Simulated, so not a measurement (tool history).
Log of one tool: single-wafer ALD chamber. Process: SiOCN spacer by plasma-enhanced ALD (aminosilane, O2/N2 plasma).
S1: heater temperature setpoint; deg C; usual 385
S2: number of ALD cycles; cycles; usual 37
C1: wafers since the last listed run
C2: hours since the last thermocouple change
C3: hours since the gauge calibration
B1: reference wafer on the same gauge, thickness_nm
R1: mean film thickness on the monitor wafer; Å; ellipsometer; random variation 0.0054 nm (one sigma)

Run 1, hour 0.0: usual settings but S1 380 deg C; C1 0; C2 2097.4; C3 2250.9; B1 2.328. Result: R1 21.40 Å.
Run 2, hour 107.3: usual settings but S1 380 deg C; C1 483; C2 2204.7; C3 2358.2; B1 2.329. Result: R1 21.51 Å.
Run 3, hour 206.0: usual settings but S1 380 deg C; C1 444; C2 2303.4; C3 2456.9; B1 2.329. Result: R1 21.41 Å.
At hour 283.0: thermocouple changed; heater temperature recalibrated.
Run 4, hour 304.5: usual settings; C1 407; C2 21.5; C3 2555.4; B1 2.329. Result: R1 21.44 Å.
Run 5, hour 354.3: usual settings; C1 224; C2 71.3; C3 2605.2; B1 2.331. Result: R1 21.45 Å.
Run 6, hour 455.4: usual settings but S1 391 deg C, S2 40 cycles; C1 455; C2 172.4; C3 2706.3; B1 2.330. Result: R1 23.14 Å.
Run 7, hour 517.1: usual settings but S1 391 deg C, S2 40 cycles; C1 278; C2 234.1; C3 2768.0; B1 2.330. Result: R1 23.08 Å.
Run 8, hour 554.5: usual settings but S1 391 deg C, S2 40 cycles; C1 168; C2 271.5; C3 2805.4; B1 2.329. Result: R1 23.06 Å.
Run 9, hour 611.4: usual settings but S1 379 deg C, S2 42 cycles; C1 256; C2 328.4; C3 2862.3; B1 2.331. Result: R1 24.30 Å.
Run 10, hour 663.8: usual settings; C1 236; C2 380.8; C3 2914.7; B1 2.330. Result: R1 21.42 Å.
Run 11, hour 875.2: usual settings; C1 952; C2 592.2; C3 3126.1; B1 2.332. Result: R1 21.42 Å.
Run 12, hour 917.3: usual settings; C1 189; C2 634.3; C3 3168.2; B1 2.330. Result: R1 21.53 Å.
Run 13, hour 991.0: usual settings; C1 332; C2 708.0; C3 3241.9; B1 2.332. Result: R1 21.41 Å.
Run 14, hour 1086.2: usual settings; C1 428; C2 803.2; C3 3337.1; B1 2.330. Result: R1 21.45 Å.
Run 15, hour 1169.2: usual settings; C1 374; C2 886.2; C3 3420.1; B1 2.326. Result: R1 21.46 Å.
Run 16, hour 1210.4: usual settings; C1 185; C2 927.4; C3 3461.3; B1 2.331. Result: R1 21.38 Å.
Run 17, hour 1277.6: usual settings; C1 302; C2 994.6; C3 3528.5; B1 2.331. Result: R1 21.44 Å.
Run 18, hour 1320.8: usual settings; C1 194; C2 1037.8; C3 3571.7; B1 2.328. Result: R1 21.51 Å.
Run 19, hour 1372.3: usual settings; C1 232; C2 1089.3; C3 3623.2; B1 2.328. Result: R1 21.40 Å.
Run 20, hour 1466.8: usual settings; C1 425; C2 1183.8; C3 3717.7; B1 2.329. Result: R1 21.46 Å.
Run 21, hour 1566.3: usual settings; C1 448; C2 1283.3; C3 3817.2; B1 2.329. Result: R1 21.42 Å.
Run 22, hour 1625.0: usual settings; C1 264; C2 1342.0; C3 3875.9; B1 2.328. Result: R1 21.42 Å.
At hour 1626.3: gauge calibrated.
Run 23, hour 1669.4: usual settings; C1 200; C2 1386.4; C3 43.1; B1 2.328. Result: R1 21.45 Å.
Run 24, hour 1750.3: usual settings but S1 393 deg C, S2 42 cycles; C1 364; C2 1467.3; C3 124.0; B1 2.329. Result: R1 24.31 Å.
Run 25, hour 1811.4: usual settings; C1 275; C2 1528.4; C3 185.1; B1 2.328. Result: R1 21.43 Å.
Run 26, hour 1884.4: usual settings; C1 328; C2 1601.4; C3 258.1; B1 2.330. Result: R1 21.46 Å.
Run 27, hour 1967.5: usual settings but S1 398 deg C, S2 40 cycles; C1 374; C2 1684.5; C3 341.2; B1 2.333. Result: R1 23.15 Å.
Run 28, hour 2071.5: usual settings but S1 398 deg C; C1 468; C2 1788.5; C3 445.2; B1 2.327. Result: R1 21.44 Å.
Run 29, hour 2153.4: usual settings but S1 395 deg C; C1 369; C2 1870.4; C3 527.1; B1 2.331. Result: R1 21.54 Å.
Run 30, hour 2275.6: usual settings but S1 371 deg C, S2 32 cycles; C1 550; C2 1992.6; C3 649.3; B1 2.330. Result: R1 18.60 Å.
Run 31, hour 2380.8: usual settings but S1 380 deg C, S2 33 cycles; C1 474; C2 2097.8; C3 754.5; B1 2.331. Result: R1 19.07 Å.
At hour 2490.1: thermocouple changed; heater temperature recalibrated.
Run 32, hour 2615.9: usual settings but S1 392 deg C, S2 39 cycles; C1 1023; C2 125.8; C3 989.6; B1 2.329. Result: R1 22.57 Å.
Run 33, hour 2671.5: usual settings but S1 379 deg C, S2 40 cycles; C1 250; C2 181.4; C3 1045.2; B1 2.332. Result: R1 23.18 Å.
Run 34, hour 2759.7: usual settings but S1 372 deg C, S2 31 cycles; C1 397; C2 269.6; C3 1133.4; B1 2.331. Result: R1 18.00 Å.
Run 35, hour 2853.4: usual settings but S2 40 cycles; C1 422; C2 363.3; C3 1227.1; B1 2.330. Result: R1 23.16 Å.
Run 36, hour 2973.8: usual settings but S1 397 deg C, S2 44 cycles; C1 542; C2 483.7; C3 1347.5; B1 2.330. Result: R1 25.48 Å.
Run 37, hour 3073.2: usual settings but S1 394 deg C, S2 33 cycles; C1 447; C2 583.1; C3 1446.9; B1 2.331. Result: R1 19.14 Å.
Run 38, hour 3144.1: usual settings but S2 41 cycles; C1 319; C2 654.0; C3 1517.8; B1 2.328. Result: R1 23.71 Å.
Run 39, hour 3226.4: usual settings but S1 389 deg C, S2 34 cycles; C1 370; C2 736.3; C3 1600.1; B1 2.329. Result: R1 19.72 Å.
Run 40, hour 3303.1: usual settings but S1 390 deg C, S2 30 cycles; C1 345; C2 813.0; C3 1676.8; B1 2.330. Result: R1 17.41 Å.
Run 41, hour 3390.1: usual settings but S1 389 deg C, S2 43 cycles; C1 392; C2 900.0; C3 1763.8; B1 2.331. Result: R1 25.00 Å.
Run 42, hour 3485.5: usual settings; C1 429; C2 995.4; C3 1859.2; B1 2.331. Result: R1 21.49 Å.
Run 43, hour 3524.7: usual settings but S2 30 cycles; C1 176; C2 1034.6; C3 1898.4; B1 2.330. Result: R1 17.43 Å.
Run 44, hour 3606.7: usual settings but S1 393 deg C, S2 39 cycles; C1 369; C2 1116.6; C3 1980.4; B1 2.330. Result: R1 22.65 Å.

Forecast each of these 3 alternatives for the next run:
Run A, hour 3607.2: usual settings but S1 391 deg C; C1 2; C2 1117.1; C3 1980.9; B1 ?. Result: R1 ?.
Run B, hour 3607.2: usual settings but S1 371 deg C, S2 33 cycles; C1 2; C2 1117.1; C3 1980.9; B1 ?. Result: R1 ?.
Run C, hour 3607.2: usual settings but S1 393 deg C, S2 41 cycles; C1 2; C2 1117.1; C3 1980.9; B1 ?. Result: R1 ?.

run     B1     R1
  A  2.330  21.52
  B  2.330  19.20
  C  2.330  23.85
Without the tool's hidden state the same runs would have given:
run     R1
  A  21.52
  B  19.20
  C  23.85

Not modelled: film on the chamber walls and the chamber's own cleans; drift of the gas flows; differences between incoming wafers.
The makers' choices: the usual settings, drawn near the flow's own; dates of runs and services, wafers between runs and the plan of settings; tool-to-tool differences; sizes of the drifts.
